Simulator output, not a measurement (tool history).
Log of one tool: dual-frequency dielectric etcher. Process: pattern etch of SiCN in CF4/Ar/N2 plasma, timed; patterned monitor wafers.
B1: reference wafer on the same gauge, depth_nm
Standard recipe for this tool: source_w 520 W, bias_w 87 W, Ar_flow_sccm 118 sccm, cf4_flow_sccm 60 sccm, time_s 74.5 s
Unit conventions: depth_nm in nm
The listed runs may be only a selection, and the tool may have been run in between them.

run 1 hour=0.0 | source_w=520 bias_w=87 Ar_flow_sccm=118 cf4_flow_sccm=60 time_s=74.5 | B1=73.3 | depth_nm=73.5
run 2 hour=53.6 | source_w=520 bias_w=87 Ar_flow_sccm=118 cf4_flow_sccm=60 time_s=74.5 | B1=73.1 | depth_nm=73.6
run 3 hour=78.8 | source_w=520 bias_w=87 Ar_flow_sccm=118 cf4_flow_sccm=60 time_s=74.5 | B1=73.5 | depth_nm=73.0
run 4 hour=115.1 | source_w=520 bias_w=87 Ar_flow_sccm=118 cf4_flow_sccm=60 time_s=74.5 | B1=73.2 | depth_nm=73.6
run 5 hour=141.4 | source_w=520 bias_w=87 Ar_flow_sccm=118 cf4_flow_sccm=60 time_s=74.5 | B1=73.3 | depth_nm=73.5
run 6 hour=207.1 | source_w=520 bias_w=87 Ar_flow_sccm=118 cf4_flow_sccm=60 time_s=74.5 | B1=73.2 | depth_nm=73.0
-- hour=236.0 source power generator calibrated
-- hour=313.9 gauge calibrated
run 7 hour=346.3 | source_w=520 bias_w=87 Ar_flow_sccm=118 cf4_flow_sccm=60 time_s=74.5 | B1=73.4 | depth_nm=73.0
run 8 hour=409.0 | source_w=470 bias_w=87 Ar_flow_sccm=118 cf4_flow_sccm=60 time_s=95.5 | B1=73.2 | depth_nm=90.0
-- hour=437.4 CF4 flow controller replaced
-- hour=438.1 wet clean of the chamber
-- hour=466.7 Ar flow controller replaced
-- hour=467.4 upper electrode replaced
run 9 hour=477.1 | source_w=520 bias_w=87 Ar_flow_sccm=118 cf4_flow_sccm=60 time_s=74.5 | B1=73.3 | depth_nm=73.9
-- hour=504.8 bias power generator calibrated
run 10 hour=528.6 | source_w=390 bias_w=87 Ar_flow_sccm=142 cf4_flow_sccm=60 time_s=55.0 | B1=73.4 | depth_nm=46.9
run 11 hour=588.9 | source_w=520 bias_w=87 Ar_flow_sccm=98 cf4_flow_sccm=47 time_s=74.5 | B1=73.3 | depth_nm=72.8
run 12 hour=638.0 | source_w=520 bias_w=87 Ar_flow_sccm=118 cf4_flow_sccm=60 time_s=74.5 | B1=73.3 | depth_nm=73.2
-- hour=678.7 gauge calibrated
run 13 hour=706.2 | source_w=420 bias_w=87 Ar_flow_sccm=118 cf4_flow_sccm=60 time_s=96.0 | B1=73.4 | depth_nm=87.1
run 14 hour=736.5 | source_w=520 bias_w=70 Ar_flow_sccm=118 cf4_flow_sccm=50 time_s=83.0 | B1=73.4 | depth_nm=74.1

Alternative continuations, all from the tool just after run 14; predict every row:
run A hour=736.9 | source_w=520 bias_w=87 Ar_flow_sccm=118 cf4_flow_sccm=60 time_s=74.5 | B1=? | depth_nm=?
run B hour=736.9 | source_w=480 bias_w=87 Ar_flow_sccm=108 cf4_flow_sccm=60 time_s=95.0 | B1=? | depth_nm=?
run C hour=736.9 | source_w=620 bias_w=97 Ar_flow_sccm=118 cf4_flow_sccm=55 time_s=74.5 | B1=? | depth_nm=?

run=A B1=73.4 depth_nm=73.2
run=B B1=73.4 depth_nm=91.6
run=C B1=73.4 depth_nm=81.3
With no hidden state in the tool, these same runs would have given:
run=A depth_nm=73.2
run=B depth_nm=91.6
run=C depth_nm=81.3
